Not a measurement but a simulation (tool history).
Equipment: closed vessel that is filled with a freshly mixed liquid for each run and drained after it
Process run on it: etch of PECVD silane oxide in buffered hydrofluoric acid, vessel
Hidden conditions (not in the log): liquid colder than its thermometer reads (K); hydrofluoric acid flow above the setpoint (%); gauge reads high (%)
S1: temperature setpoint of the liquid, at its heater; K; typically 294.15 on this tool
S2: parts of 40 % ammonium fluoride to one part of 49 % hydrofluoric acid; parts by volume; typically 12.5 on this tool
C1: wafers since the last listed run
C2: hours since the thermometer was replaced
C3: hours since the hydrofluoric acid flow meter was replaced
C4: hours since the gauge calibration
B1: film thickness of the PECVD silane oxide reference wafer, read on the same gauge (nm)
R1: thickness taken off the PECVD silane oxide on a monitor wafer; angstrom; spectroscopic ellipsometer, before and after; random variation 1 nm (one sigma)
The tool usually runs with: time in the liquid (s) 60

run 1 hour=0.0 | S1=294.15 S2=11.0 time_in_the_liquid_(s)=85 | C1=0 C2=1866.2 C3=767.2 C4=995.7 | B1=109.99 | R1=1478.7
run 2 hour=61.9 | S1=294.15 S2=11.0 time_in_the_liquid_(s)=85 | C1=8792 C2=1928.1 C3=829.1 C4=1057.6 | B1=109.98 | R1=1468.1
run 3 hour=96.2 | S1=294.15 S2=14.0 time_in_the_liquid_(s)=60 | C1=4872 C2=1962.4 C3=863.4 C4=1091.9 | B1=109.98 | R1=813.3
run 4 hour=156.5 | S1=294.15 S2=12.5 time_in_the_liquid_(s)=60 | C1=8565 C2=2022.7 C3=923.7 C4=1152.2 | B1=110.00 | R1=903.3
run 5 hour=299.4 | S1=294.15 S2=12.5 time_in_the_liquid_(s)=60 | C1=20298 C2=2165.6 C3=1066.6 C4=1295.1 | B1=109.97 | R1=903.1
run 6 hour=330.6 | S1=294.15 S2=12.5 time_in_the_liquid_(s)=45 | C1=4431 C2=2196.8 C3=1097.8 C4=1326.3 | B1=109.99 | R1=668.9
run 7 hour=397.7 | S1=294.15 S2=12.5 time_in_the_liquid_(s)=60 | C1=9531 C2=2263.9 C3=1164.9 C4=1393.4 | B1=110.00 | R1=886.1
-- hour=443.1 gauge calibrated
run 8 hour=445.3 | S1=297.15 S2=12.5 time_in_the_liquid_(s)=60 | C1=6761 C2=2311.5 C3=1212.5 C4=2.2 | B1=109.99 | R1=1073.8
-- hour=464.1 thermometer replaced
run 9 hour=652.5 | S1=297.15 S2=12.5 time_in_the_liquid_(s)=60 | C1=29289 C2=188.4 C3=1419.7 C4=209.4 | B1=109.99 | R1=1155.4
run 10 hour=686.3 | S1=297.15 S2=12.5 time_in_the_liquid_(s)=60 | C1=4801 C2=222.2 C3=1453.5 C4=243.2 | B1=110.00 | R1=1176.5
run 11 hour=749.2 | S1=297.15 S2=12.5 time_in_the_liquid_(s)=60 | C1=8934 C2=285.1 C3=1516.4 C4=306.1 | B1=109.99 | R1=1175.3
-- hour=768.6 hydrofluoric acid flow meter replaced
run 12 hour=808.7 | S1=292.15 S2=14.0 time_in_the_liquid_(s)=30 | C1=8309 C2=344.6 C3=40.1 C4=365.6 | B1=109.99 | R1=392.2
run 13 hour=861.0 | S1=296.65 S2=12.5 time_in_the_liquid_(s)=60 | C1=7428 C2=396.9 C3=92.4 C4=417.9 | B1=110.00 | R1=1135.9
run 14 hour=919.2 | S1=290.65 S2=12.5 time_in_the_liquid_(s)=60 | C1=8266 C2=455.1 C3=150.6 C4=476.1 | B1=109.99 | R1=811.8
run 15 hour=987.9 | S1=294.15 S2=12.5 time_in_the_liquid_(s)=60 | C1=9758 C2=523.8 C3=219.3 C4=544.8 | B1=110.00 | R1=976.0
run 16 hour=1029.0 | S1=290.65 S2=8.0 time_in_the_liquid_(s)=70 | C1=5838 C2=564.9 C3=260.4 C4=585.9 | B1=109.99 | R1=1412.7
run 17 hour=1069.7 | S1=294.15 S2=12.5 time_in_the_liquid_(s)=85 | C1=5781 C2=605.6 C3=301.1 C4=626.6 | B1=110.00 | R1=1385.7
run 18 hour=1132.4 | S1=296.15 S2=8.0 time_in_the_liquid_(s)=90 | C1=8906 C2=668.3 C3=363.8 C4=689.3 | B1=110.00 | R1=2453.1
run 19 hour=1202.4 | S1=294.15 S2=12.5 time_in_the_liquid_(s)=60 | C1=9943 C2=738.3 C3=433.8 C4=759.3 | B1=109.99 | R1=951.0
run 20 hour=1261.3 | S1=294.15 S2=12.5 time_in_the_liquid_(s)=50 | C1=8366 C2=797.2 C3=492.7 C4=818.2 | B1=110.00 | R1=816.4
run 21 hour=1318.0 | S1=298.65 S2=12.5 time_in_the_liquid_(s)=60 | C1=8053 C2=853.9 C3=549.4 C4=874.9 | B1=110.00 | R1=1235.1

Here are 4 independent what-if runs from the current tool condition. What would each one return?
run A hour=1318.7 | S1=294.15 S2=16.0 time_in_the_liquid_(s)=60 | C1=99 C2=854.6 C3=550.1 C4=875.6 | B1=? | R1=?
run B hour=1318.7 | S1=299.15 S2=15.0 time_in_the_liquid_(s)=95 | C1=99 C2=854.6 C3=550.1 C4=875.6 | B1=? | R1=?
run C hour=1318.7 | S1=294.15 S2=12.5 time_in_the_liquid_(s)=80 | C1=99 C2=854.6 C3=550.1 C4=875.6 | B1=? | R1=?
run D hour=1318.7 | S1=290.15 S2=8.0 time_in_the_liquid_(s)=40 | C1=99 C2=854.6 C3=550.1 C4=875.6 | B1=? | R1=?

run=A B1=109.98 R1=751.3
run=B B1=109.98 R1=1670.7
run=C B1=109.98 R1=1276.6
run=D B1=109.98 R1=768.0
Take away the tool's hidden state, keep each run's random variation, and the runs would have read:
run=A R1=802.6
run=B R1=1780.9
run=C R1=1363.7
run=D R1=821.7
